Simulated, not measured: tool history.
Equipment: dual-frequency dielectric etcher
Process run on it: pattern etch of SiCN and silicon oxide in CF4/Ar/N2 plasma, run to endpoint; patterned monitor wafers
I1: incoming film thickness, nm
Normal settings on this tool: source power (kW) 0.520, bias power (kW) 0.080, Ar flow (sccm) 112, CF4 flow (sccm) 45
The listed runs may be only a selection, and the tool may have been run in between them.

run 1 hour=0.0 | source_power_(kW)=0.480 bias_power_(kW)=0.091 Ar_flow_(sccm)=98 CF4_flow_(sccm)=45 | I1=14.51 | endpoint_time_(s)=16.8
-- hour=53.9 wet clean of the chamber
run 2 hour=54.4 | source_power_(kW)=0.520 bias_power_(kW)=0.080 Ar_flow_(sccm)=112 CF4_flow_(sccm)=45 | I1=14.41 | endpoint_time_(s)=15.7
run 3 hour=57.0 | source_power_(kW)=0.520 bias_power_(kW)=0.080 Ar_flow_(sccm)=112 CF4_flow_(sccm)=54 | I1=14.69 | endpoint_time_(s)=15.9
run 4 hour=80.4 | source_power_(kW)=0.520 bias_power_(kW)=0.080 Ar_flow_(sccm)=95 CF4_flow_(sccm)=40 | I1=14.41 | endpoint_time_(s)=15.8
run 5 hour=101.5 | source_power_(kW)=0.520 bias_power_(kW)=0.080 Ar_flow_(sccm)=112 CF4_flow_(sccm)=45 | I1=14.59 | endpoint_time_(s)=16.1
run 6 hour=113.7 | source_power_(kW)=0.460 bias_power_(kW)=0.060 Ar_flow_(sccm)=95 CF4_flow_(sccm)=35 | I1=14.46 | endpoint_time_(s)=18.9
run 7 hour=135.0 | source_power_(kW)=0.600 bias_power_(kW)=0.080 Ar_flow_(sccm)=112 CF4_flow_(sccm)=52 | I1=14.42 | endpoint_time_(s)=13.8
-- hour=160.2 Ar flow controller replaced
run 8 hour=168.8 | source_power_(kW)=0.610 bias_power_(kW)=0.073 Ar_flow_(sccm)=112 CF4_flow_(sccm)=51 | I1=14.51 | endpoint_time_(s)=14.0
run 9 hour=189.1 | source_power_(kW)=0.520 bias_power_(kW)=0.090 Ar_flow_(sccm)=140 CF4_flow_(sccm)=45 | I1=14.56 | endpoint_time_(s)=16.2
run 10 hour=206.9 | source_power_(kW)=0.520 bias_power_(kW)=0.080 Ar_flow_(sccm)=112 CF4_flow_(sccm)=45 | I1=14.56 | endpoint_time_(s)=16.1
-- hour=214.3 bias power generator calibrated
run 11 hour=222.2 | source_power_(kW)=0.520 bias_power_(kW)=0.080 Ar_flow_(sccm)=112 CF4_flow_(sccm)=45 | I1=14.30 | endpoint_time_(s)=15.9
run 12 hour=234.5 | source_power_(kW)=0.440 bias_power_(kW)=0.099 Ar_flow_(sccm)=93 CF4_flow_(sccm)=49 | I1=14.39 | endpoint_time_(s)=17.3
run 13 hour=256.8 | source_power_(kW)=0.520 bias_power_(kW)=0.080 Ar_flow_(sccm)=112 CF4_flow_(sccm)=45 | I1=14.53 | endpoint_time_(s)=16.3
-- hour=282.5 upper electrode replaced
run 14 hour=283.0 | source_power_(kW)=0.490 bias_power_(kW)=0.065 Ar_flow_(sccm)=128 CF4_flow_(sccm)=35 | I1=14.61 | endpoint_time_(s)=18.6
run 15 hour=300.9 | source_power_(kW)=0.520 bias_power_(kW)=0.080 Ar_flow_(sccm)=112 CF4_flow_(sccm)=45 | I1=14.35 | endpoint_time_(s)=16.1
run 16 hour=316.3 | source_power_(kW)=0.560 bias_power_(kW)=0.080 Ar_flow_(sccm)=112 CF4_flow_(sccm)=45 | I1=14.32 | endpoint_time_(s)=15.0
run 17 hour=351.7 | source_power_(kW)=0.620 bias_power_(kW)=0.080 Ar_flow_(sccm)=137 CF4_flow_(sccm)=54 | I1=14.45 | endpoint_time_(s)=13.9
run 18 hour=365.0 | source_power_(kW)=0.630 bias_power_(kW)=0.075 Ar_flow_(sccm)=112 CF4_flow_(sccm)=51 | I1=14.55 | endpoint_time_(s)=13.7
run 19 hour=389.2 | source_power_(kW)=0.520 bias_power_(kW)=0.085 Ar_flow_(sccm)=112 CF4_flow_(sccm)=45 | I1=14.54 | endpoint_time_(s)=16.3
run 20 hour=410.5 | source_power_(kW)=0.520 bias_power_(kW)=0.080 Ar_flow_(sccm)=119 CF4_flow_(sccm)=48 | I1=14.52 | endpoint_time_(s)=16.4
run 21 hour=444.2 | source_power_(kW)=0.520 bias_power_(kW)=0.080 Ar_flow_(sccm)=112 CF4_flow_(sccm)=51 | I1=14.30 | endpoint_time_(s)=15.9
run 22 hour=472.8 | source_power_(kW)=0.590 bias_power_(kW)=0.080 Ar_flow_(sccm)=133 CF4_flow_(sccm)=45 | I1=14.51 | endpoint_time_(s)=14.9
run 23 hour=487.4 | source_power_(kW)=0.520 bias_power_(kW)=0.080 Ar_flow_(sccm)=112 CF4_flow_(sccm)=45 | I1=14.55 | endpoint_time_(s)=16.5
run 24 hour=521.5 | source_power_(kW)=0.520 bias_power_(kW)=0.080 Ar_flow_(sccm)=112 CF4_flow_(sccm)=45 | I1=14.58 | endpoint_time_(s)=16.5

Give the tool's hidden conditions for every run:
bias power that arrives over what is set, %: 0 in every run
Ar flow that arrives over what is set, %: 0 in every run
CF4 flow that arrives over what is set, %: 0 in every run
H1: etch rate over this chamber's usual, %
H2: source power that arrives over what is set, %
run=1 H1=-2.24 H2=0.0808
run=2 H1=-0.216 H2=0.0679
run=3 H1=-0.231 H2=0.0671
run=4 H1=-0.367 H2=0.0604
run=5 H1=-0.49 H2=0.0537
run=6 H1=-0.561 H2=0.0496
run=7 H1=-0.684 H2=0.042
run=8 H1=-0.88 H2=0.0287
run=9 H1=-0.998 H2=0.0201
run=10 H1=-1.1 H2=0.0121
run=11 H1=-1.19 H2=0.00493
run=12 H1=-1.26 H2=-0.00105
run=13 H1=-1.39 H2=-0.0124
run=14 H1=-1.54 H2=-0.0265
run=15 H1=-1.65 H2=-0.0366
run=16 H1=-1.74 H2=-0.0456
run=17 H1=-1.94 H2=-0.0675
run=18 H1=-2.02 H2=-0.0761
run=19 H1=-2.16 H2=-0.0923
run=20 H1=-2.28 H2=-0.107
run=21 H1=-2.48 H2=-0.132
run=22 H1=-2.64 H2=-0.154
run=23 H1=-2.73 H2=-0.166
run=24 H1=-2.93 H2=-0.194
